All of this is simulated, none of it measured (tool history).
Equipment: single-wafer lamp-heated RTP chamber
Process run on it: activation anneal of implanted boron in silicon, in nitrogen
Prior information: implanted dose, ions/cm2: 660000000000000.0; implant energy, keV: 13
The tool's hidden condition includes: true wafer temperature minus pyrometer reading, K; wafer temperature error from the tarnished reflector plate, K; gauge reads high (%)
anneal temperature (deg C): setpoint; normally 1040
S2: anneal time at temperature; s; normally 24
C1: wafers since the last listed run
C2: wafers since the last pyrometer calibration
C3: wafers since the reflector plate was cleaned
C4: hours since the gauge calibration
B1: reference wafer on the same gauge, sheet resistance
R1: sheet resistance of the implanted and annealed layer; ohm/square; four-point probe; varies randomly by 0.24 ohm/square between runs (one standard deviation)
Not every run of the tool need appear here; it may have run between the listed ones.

run 1 day=0 | anneal_temperature_(deg_C)=1040 S2=24 | C1=0 C2=5927 C3=6319 C4=125.4 | B1=154.96 | R1=162.04
run 2 day=1.608 | anneal_temperature_(deg_C)=1040 S2=24 | C1=444 C2=6371 C3=6763 C4=164 | B1=155.01 | R1=161.91
run 3 day=2.271 | anneal_temperature_(deg_C)=1063 S2=21 | C1=182 C2=6554 C3=6946 C4=179.9 | B1=155.06 | R1=161.29
-- day=3.179 reflector plate cleaned
run 4 day=3.2 | anneal_temperature_(deg_C)=1063 S2=21 | C1=164 C2=6718 C3=5 C4=202.2 | B1=155.01 | R1=160.83
run 5 day=3.483 | anneal_temperature_(deg_C)=1063 S2=21 | C1=78 C2=6797 C3=83 C4=209 | B1=154.97 | R1=160.69
run 6 day=4.017 | anneal_temperature_(deg_C)=1040 S2=35 | C1=147 C2=6944 C3=231 C4=221.8 | B1=155.01 | R1=161.24
run 7 day=4.271 | anneal_temperature_(deg_C)=1040 S2=35 | C1=70 C2=7014 C3=301 C4=227.9 | B1=154.98 | R1=160.93
run 8 day=5.017 | anneal_temperature_(deg_C)=1040 S2=29 | C1=205 C2=7220 C3=507 C4=245.8 | B1=155.06 | R1=161.79
-- day=5.554 gauge calibrated
run 9 day=5.688 | anneal_temperature_(deg_C)=1040 S2=29 | C1=185 C2=7405 C3=692 C4=3.2 | B1=155 | R1=161.72
run 10 day=6 | anneal_temperature_(deg_C)=1040 S2=24 | C1=86 C2=7491 C3=778 C4=10.7 | B1=154.99 | R1=162.18
run 11 day=6.588 | anneal_temperature_(deg_C)=1060 S2=33 | C1=162 C2=7654 C3=940 C4=24.8 | B1=154.95 | R1=160.05
-- day=7 pyrometer window cleaned and pyrometer calibrated
run 12 day=7.025 | anneal_temperature_(deg_C)=1031 S2=29 | C1=28 C2=6 C3=969 C4=35.3 | B1=155 | R1=162.32
run 13 day=7.446 | anneal_temperature_(deg_C)=1015 S2=15 | C1=116 C2=122 C3=1085 C4=45.4 | B1=154.97 | R1=164.76
run 14 day=7.858 | anneal_temperature_(deg_C)=1040 S2=24 | C1=113 C2=236 C3=1199 C4=55.3 | B1=154.97 | R1=161.96
run 15 day=8.542 | anneal_temperature_(deg_C)=1065 S2=24 | C1=188 C2=425 C3=1388 C4=71.7 | B1=155.04 | R1=161.05
run 16 day=9.146 | anneal_temperature_(deg_C)=1048 S2=10 | C1=166 C2=592 C3=1555 C4=86.2 | B1=155.05 | R1=162.84
run 17 day=9.733 | anneal_temperature_(deg_C)=1021 S2=24 | C1=162 C2=754 C3=1717 C4=100.3 | B1=155 | R1=163.52
run 18 day=10.088 | anneal_temperature_(deg_C)=1031 S2=36 | C1=97 C2=852 C3=1815 C4=108.8 | B1=155 | R1=161.52

Branching from run 18: 4 alternative next runs. What would each branch give?
run A day=10.104 | anneal_temperature_(deg_C)=1014 S2=24 | C1=4 C2=856 C3=1819 C4=109.2 | B1=? | R1=?
run B day=10.104 | anneal_temperature_(deg_C)=1064 S2=28 | C1=4 C2=856 C3=1819 C4=109.2 | B1=? | R1=?
run C day=10.104 | anneal_temperature_(deg_C)=1031 S2=16 | C1=4 C2=856 C3=1819 C4=109.2 | B1=? | R1=?
run D day=10.104 | anneal_temperature_(deg_C)=1019 S2=33 | C1=4 C2=856 C3=1819 C4=109.2 | B1=? | R1=?

run=A B1=155.04 R1=164.66
run=B B1=155.04 R1=160.65
run=C B1=155.04 R1=163.85
run=D B1=155.04 R1=163.47
Stripped of hidden state, with their random variation kept, the same runs would have yielded:
run=A R1=164.66
run=B R1=160.65
run=C R1=163.85
run=D R1=163.47

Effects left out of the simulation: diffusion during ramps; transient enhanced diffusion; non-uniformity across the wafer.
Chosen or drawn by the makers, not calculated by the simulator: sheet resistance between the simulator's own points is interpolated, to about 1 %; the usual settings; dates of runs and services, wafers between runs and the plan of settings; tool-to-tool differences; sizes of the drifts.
